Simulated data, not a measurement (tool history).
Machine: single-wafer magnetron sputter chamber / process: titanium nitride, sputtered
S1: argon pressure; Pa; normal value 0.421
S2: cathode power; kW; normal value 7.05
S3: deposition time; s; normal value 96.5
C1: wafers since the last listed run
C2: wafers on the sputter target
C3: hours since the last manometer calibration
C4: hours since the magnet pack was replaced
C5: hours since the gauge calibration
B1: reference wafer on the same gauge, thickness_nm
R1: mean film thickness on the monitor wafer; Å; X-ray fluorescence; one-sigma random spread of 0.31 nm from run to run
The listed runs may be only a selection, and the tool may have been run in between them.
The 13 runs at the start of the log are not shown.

| run | hour | S1 | S2 | S3 | C1 | C2 | C3 | C4 | C5 | B1 | R1 |
|---|---|---|---|---|---|---|---|---|---|---|---|
| 14 | 396.1 | 0.563 | 7.05 | 88 | 241 | 1381 | 14.7 | 8079 | 44.5 | 100.042 | 1033.75 |
| 15 | 417.4 | 0.421 | 7.05 | 96.5 | 361 | 1743 | 36 | 8100.3 | 65.8 | 100.065 | 1204.17 |
| 16 | 441.2 | 0.421 | 7.05 | 96.5 | 404 | 2148 | 59.8 | 8124.1 | 89.6 | 100.039 | 1196.53 |
| 17 | 473.9 | 0.356 | 7.8 | 89.1 | 555 | 2703 | 92.5 | 8156.8 | 122.3 | 100.019 | 1254.91 |
| 18 | 503.5 | 0.421 | 5.55 | 96.5 | 502 | 3206 | 122.1 | 8186.4 | 151.9 | 100.001 | 946.59 |
| 19 | 536 | 0.421 | 6.05 | 106.4 | 552 | 3758 | 154.6 | 8218.9 | 184.4 | 99.996 | 1131.62 |
| 20 | 550.5 | 0.291 | 5.85 | 102.5 | 246 | 4004 | 169.1 | 8233.4 | 198.9 | 99.976 | 1111.96 |
|  | 581.5 | magnet pack replaced |
| 21 | 582 | 0.297 | 6.55 | 96.5 | 399 | 4403 | 200.6 | 0.5 | 230.4 | 99.982 | 1170.95 |
| 22 | 601.8 | 0.302 | 7.55 | 86.3 | 336 | 4740 | 220.4 | 20.3 | 250.2 | 99.942 | 1201.5 |
| 23 | 614 | 0.421 | 6.05 | 96.5 | 207 | 4947 | 232.6 | 32.5 | 262.4 | 99.985 | 1022.66 |
| 24 | 638.5 | 0.276 | 8 | 110.3 | 416 | 5363 | 257.1 | 57 | 286.9 | 99.999 | 1652.51 |
| 25 | 671 | 0.421 | 7.05 | 96.5 | 552 | 5915 | 289.6 | 89.5 | 319.4 | 100.003 | 1197.71 |
| 26 | 698.3 | 0.329 | 6.5 | 89 | 463 | 6379 | 316.9 | 116.8 | 346.7 | 100.035 | 1062.35 |
|  | 709.7 | sputter target and shields replaced |
| 27 | 717.4 | 0.302 | 7.55 | 86.3 | 188 | 130 | 336 | 135.9 | 365.8 | 99.984 | 1221.25 |
| 28 | 745.2 | 0.421 | 8.55 | 96.5 | 472 | 602 | 363.8 | 163.7 | 393.6 | 99.984 | 1460.07 |
| 29 | 763.6 | 0.31 | 7.05 | 96.5 | 312 | 914 | 382.2 | 182.1 | 412 | 100.008 | 1266.19 |
| 30 | 859.3 | 0.421 | 7.05 | 83 | 1625 | 2540 | 477.9 | 277.8 | 507.7 | 99.948 | 1027.34 |
| 31 | 880.7 | 0.271 | 6.3 | 102.4 | 363 | 2903 | 499.3 | 299.2 | 529.1 | 99.976 | 1215.5 |
| 32 | 906 | 0.521 | 6.05 | 101.4 | 429 | 3333 | 524.6 | 324.5 | 554.4 | 100.013 | 1033.24 |

Run 33 is up next; what results do you expect?
| 33 | 941 | 0.421 | 7.05 | 96.5 | 594 | 3928 | 559.6 | 359.5 | 589.4 | ? | ? |

B1: 100.056
R1: 1194.25 Å
Minus the tool's unlogged condition, the same run would have read R1 1207.33 Å.

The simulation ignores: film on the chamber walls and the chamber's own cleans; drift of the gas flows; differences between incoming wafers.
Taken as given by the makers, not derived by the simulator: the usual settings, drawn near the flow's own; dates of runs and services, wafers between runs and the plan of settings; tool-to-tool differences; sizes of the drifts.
